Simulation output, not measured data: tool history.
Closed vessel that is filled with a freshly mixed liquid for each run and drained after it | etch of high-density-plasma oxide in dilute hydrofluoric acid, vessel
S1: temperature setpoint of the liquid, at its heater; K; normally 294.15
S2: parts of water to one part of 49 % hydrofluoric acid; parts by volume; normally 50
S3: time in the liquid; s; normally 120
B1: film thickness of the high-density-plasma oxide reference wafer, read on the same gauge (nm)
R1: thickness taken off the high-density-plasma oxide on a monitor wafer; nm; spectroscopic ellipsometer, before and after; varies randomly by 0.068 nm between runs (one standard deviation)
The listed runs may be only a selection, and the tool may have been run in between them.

run 1 hour=0.0 | S1=294.15 S2=50 S3=120 | B1=150.04 | R1=13.06
run 2 hour=20.4 | S1=294.15 S2=50 S3=120 | B1=150.00 | R1=13.29
run 3 hour=45.4 | S1=291.15 S2=50 S3=120 | B1=149.99 | R1=11.62
run 4 hour=64.1 | S1=291.15 S2=50 S3=120 | B1=150.00 | R1=11.65
run 5 hour=95.3 | S1=294.15 S2=50 S3=120 | B1=150.01 | R1=13.32
run 6 hour=130.0 | S1=294.15 S2=50 S3=120 | B1=150.00 | R1=13.25
run 7 hour=158.8 | S1=294.15 S2=50 S3=120 | B1=150.01 | R1=13.29
run 8 hour=177.8 | S1=294.15 S2=60 S3=65 | B1=150.04 | R1=5.89
run 9 hour=210.8 | S1=294.15 S2=60 S3=65 | B1=149.99 | R1=5.93
run 10 hour=231.9 | S1=294.15 S2=60 S3=65 | B1=150.01 | R1=6.02
run 11 hour=258.9 | S1=294.15 S2=50 S3=120 | B1=150.02 | R1=13.42
run 12 hour=281.2 | S1=294.15 S2=50 S3=120 | B1=149.99 | R1=13.45
run 13 hour=301.8 | S1=294.15 S2=50 S3=120 | B1=149.99 | R1=12.05
run 14 hour=331.1 | S1=294.15 S2=50 S3=120 | B1=150.04 | R1=11.97
run 15 hour=349.4 | S1=294.15 S2=50 S3=120 | B1=150.02 | R1=11.90
run 16 hour=384.5 | S1=294.15 S2=50 S3=90 | B1=149.98 | R1=8.92
run 17 hour=406.4 | S1=294.15 S2=50 S3=120 | B1=149.99 | R1=12.14
run 18 hour=426.5 | S1=295.65 S2=35 S3=70 | B1=150.01 | R1=10.93
run 19 hour=441.5 | S1=296.65 S2=50 S3=120 | B1=149.97 | R1=13.31
run 20 hour=473.9 | S1=294.15 S2=50 S3=120 | B1=149.98 | R1=12.16
run 21 hour=499.6 | S1=294.15 S2=65 S3=155 | B1=150.01 | R1=11.82
run 22 hour=528.9 | S1=292.65 S2=65 S3=60 | B1=150.02 | R1=4.29
run 23 hour=603.2 | S1=294.15 S2=50 S3=120 | B1=149.98 | R1=12.09
run 24 hour=621.2 | S1=290.15 S2=50 S3=120 | B1=149.98 | R1=10.40
run 25 hour=642.0 | S1=294.15 S2=40 S3=120 | B1=150.03 | R1=15.43
run 26 hour=654.3 | S1=294.15 S2=30 S3=175 | B1=149.99 | R1=30.49
run 27 hour=673.6 | S1=295.65 S2=50 S3=120 | B1=149.99 | R1=12.91
run 28 hour=693.6 | S1=294.15 S2=60 S3=120 | B1=150.02 | R1=10.04
run 29 hour=718.0 | S1=294.15 S2=50 S3=160 | B1=150.02 | R1=16.44
run 30 hour=744.8 | S1=298.15 S2=30 S3=120 | B1=149.97 | R1=25.04
run 31 hour=763.1 | S1=297.65 S2=50 S3=60 | B1=149.99 | R1=7.06

Withheld: 3 entries from between the runs. Position of each, and hidden state at the listed run before versus the listed run after:
Run 7 -> run 8: thermometer replaced (hour 176.8)
  hydrofluoric acid flow above the setpoint (%): 11.2 -> 11.4
  measured minus no-state result, R1: +1.41 -> +0.64 nm
Run 12 -> run 13: gauge calibrated (hour 281.6); hydrofluoric acid flow meter replaced (hour 286.0)
  hydrofluoric acid flow above the setpoint (%): 11.9 -> 0.311
  measured minus no-state result, R1: +1.51 -> +0.04 nm
